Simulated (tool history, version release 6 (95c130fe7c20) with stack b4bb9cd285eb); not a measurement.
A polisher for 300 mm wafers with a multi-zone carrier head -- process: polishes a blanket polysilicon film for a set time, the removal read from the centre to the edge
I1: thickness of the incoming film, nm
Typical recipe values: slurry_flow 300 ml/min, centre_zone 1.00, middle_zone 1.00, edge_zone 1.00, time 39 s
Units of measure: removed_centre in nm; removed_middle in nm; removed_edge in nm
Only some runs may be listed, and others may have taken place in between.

{"run": 1, "day": 0.0, "slurry_flow": 300, "centre_zone": 1.0, "middle_zone": 0.93, "edge_zone": 1.0, "time": 39, "I1": 1637.9, "removed_centre": 186.6, "removed_middle": 175.8, "removed_edge": 189.7}
{"run": 2, "day": 1.042, "slurry_flow": 300, "centre_zone": 1.0, "middle_zone": 0.93, "edge_zone": 1.0, "time": 39, "I1": 1630.3, "removed_centre": 186.7, "removed_middle": 170.0, "removed_edge": 185.4}
{"day": 4.383, "done": "worn pad replaced by a new one"}
{"day": 4.542, "done": "carrier head's membrane replaced by a new one"}
{"run": 3, "day": 4.896, "slurry_flow": 300, "centre_zone": 1.0, "middle_zone": 1.0, "edge_zone": 1.0, "time": 39, "I1": 1664.3, "removed_centre": 192.2, "removed_middle": 194.6, "removed_edge": 191.0}
{"run": 4, "day": 5.571, "slurry_flow": 300, "centre_zone": 1.0, "middle_zone": 1.0, "edge_zone": 1.0, "time": 39, "I1": 1663.5, "removed_centre": 183.5, "removed_middle": 182.7, "removed_edge": 187.3}
{"run": 5, "day": 6.562, "slurry_flow": 300, "centre_zone": 1.0, "middle_zone": 1.0, "edge_zone": 1.0, "time": 39, "I1": 1676.4, "removed_centre": 181.1, "removed_middle": 183.1, "removed_edge": 183.9}
{"run": 6, "day": 7.788, "slurry_flow": 245, "centre_zone": 1.0, "middle_zone": 0.96, "edge_zone": 0.97, "time": 26, "I1": 1658.9, "removed_centre": 116.1, "removed_middle": 112.0, "removed_edge": 118.1}
{"run": 7, "day": 8.438, "slurry_flow": 370, "centre_zone": 0.93, "middle_zone": 1.0, "edge_zone": 1.0, "time": 39, "I1": 1648.8, "removed_centre": 177.1, "removed_middle": 188.1, "removed_edge": 183.9}
{"run": 8, "day": 9.612, "slurry_flow": 300, "centre_zone": 0.95, "middle_zone": 1.0, "edge_zone": 1.0, "time": 39, "I1": 1645.0, "removed_centre": 170.3, "removed_middle": 178.6, "removed_edge": 177.2}
{"run": 9, "day": 10.971, "slurry_flow": 300, "centre_zone": 1.0, "middle_zone": 1.0, "edge_zone": 1.0, "time": 39, "I1": 1686.0, "removed_centre": 174.5, "removed_middle": 177.2, "removed_edge": 177.6}
{"day": 11.992, "done": "slurry nozzle cleaned"}
{"day": 12.329, "done": "worn pad replaced by a new one"}
{"run": 10, "day": 12.383, "slurry_flow": 300, "centre_zone": 1.0, "middle_zone": 1.05, "edge_zone": 1.0, "time": 39, "I1": 1692.0, "removed_centre": 198.0, "removed_middle": 204.9, "removed_edge": 191.9}
{"run": 11, "day": 12.946, "slurry_flow": 300, "centre_zone": 1.0, "middle_zone": 1.0, "edge_zone": 1.0, "time": 39, "I1": 1649.9, "removed_centre": 192.7, "removed_middle": 191.9, "removed_edge": 191.7}
{"run": 12, "day": 13.604, "slurry_flow": 300, "centre_zone": 0.96, "middle_zone": 1.0, "edge_zone": 1.0, "time": 34, "I1": 1683.4, "removed_centre": 160.9, "removed_middle": 168.4, "removed_edge": 165.9}
{"run": 13, "day": 14.325, "slurry_flow": 300, "centre_zone": 1.08, "middle_zone": 1.0, "edge_zone": 1.1, "time": 51, "I1": 1677.8, "removed_centre": 265.9, "removed_middle": 244.8, "removed_edge": 259.0}
{"run": 14, "day": 15.483, "slurry_flow": 300, "centre_zone": 1.0, "middle_zone": 1.0, "edge_zone": 1.0, "time": 39, "I1": 1653.5, "removed_centre": 186.0, "removed_middle": 189.3, "removed_edge": 189.3}
{"day": 16.254, "done": "centre zone pressure recalibrated"}
{"run": 15, "day": 16.608, "slurry_flow": 385, "centre_zone": 1.0, "middle_zone": 1.0, "edge_zone": 1.0, "time": 39, "I1": 1665.3, "removed_centre": 191.3, "removed_middle": 186.5, "removed_edge": 188.3}
{"run": 16, "day": 17.504, "slurry_flow": 220, "centre_zone": 1.0, "middle_zone": 0.94, "edge_zone": 1.0, "time": 39, "I1": 1678.2, "removed_centre": 176.2, "removed_middle": 164.4, "removed_edge": 176.5}
{"run": 17, "day": 18.129, "slurry_flow": 300, "centre_zone": 1.0, "middle_zone": 1.0, "edge_zone": 1.0, "time": 39, "I1": 1647.9, "removed_centre": 184.8, "removed_middle": 183.7, "removed_edge": 183.6}
{"run": 18, "day": 19.025, "slurry_flow": 300, "centre_zone": 1.0, "middle_zone": 1.0, "edge_zone": 1.0, "time": 39, "I1": 1672.6, "removed_centre": 180.8, "removed_middle": 184.2, "removed_edge": 185.1}
{"run": 19, "day": 19.625, "slurry_flow": 300, "centre_zone": 1.0, "middle_zone": 1.0, "edge_zone": 1.0, "time": 43, "I1": 1664.2, "removed_centre": 198.2, "removed_middle": 199.9, "removed_edge": 200.5}
{"day": 20.654, "done": "worn pad replaced by a new one"}
{"run": 20, "day": 21.083, "slurry_flow": 300, "centre_zone": 1.03, "middle_zone": 0.91, "edge_zone": 1.0, "time": 28, "I1": 1658.9, "removed_centre": 138.2, "removed_middle": 124.6, "removed_edge": 133.5}
{"day": 22.288, "done": "slurry nozzle cleaned"}
{"run": 21, "day": 22.538, "slurry_flow": 300, "centre_zone": 1.08, "middle_zone": 1.0, "edge_zone": 1.1, "time": 51, "I1": 1656.9, "removed_centre": 265.7, "removed_middle": 253.6, "removed_edge": 260.1}
{"run": 22, "day": 23.392, "slurry_flow": 300, "centre_zone": 1.0, "middle_zone": 1.0, "edge_zone": 1.07, "time": 39, "I1": 1672.4, "removed_centre": 188.1, "removed_middle": 191.3, "removed_edge": 194.9}
{"run": 23, "day": 24.117, "slurry_flow": 300, "centre_zone": 1.0, "middle_zone": 1.0, "edge_zone": 1.0, "time": 39, "I1": 1694.0, "removed_centre": 189.1, "removed_middle": 188.6, "removed_edge": 187.3}

Alternative continuations, all from the tool just after run 23; predict every row:
{"run": "A", "day": 24.133, "slurry_flow": 300, "centre_zone": 1.0, "middle_zone": 1.0, "edge_zone": 1.0, "time": 39, "I1": 1670.8, "removed_centre": "?", "removed_middle": "?", "removed_edge": "?"}
{"run": "B", "day": 24.133, "slurry_flow": 335, "centre_zone": 1.0, "middle_zone": 1.0, "edge_zone": 1.0, "time": 45, "I1": 1670.8, "removed_centre": "?", "removed_middle": "?", "removed_edge": "?"}
{"run": "C", "day": 24.133, "slurry_flow": 300, "centre_zone": 1.1, "middle_zone": 0.89, "edge_zone": 0.89, "time": 46, "I1": 1670.8, "removed_centre": "?", "removed_middle": "?", "removed_edge": "?"}

run=A removed_centre=189.2 removed_middle=186.6 removed_edge=184.4
run=B removed_centre=220.8 removed_middle=217.6 removed_edge=214.5
run=C removed_centre=242.2 removed_middle=199.6 removed_edge=206.2
The same runs, with their run-to-run variation unchanged, on a tool lacking any hidden condition would have given:
run=A removed_centre=197.6 removed_middle=194.8 removed_edge=192.1
run=B removed_centre=230.5 removed_middle=226.9 removed_edge=223.3
run=C removed_centre=253.0 removed_middle=208.3 removed_edge=214.9
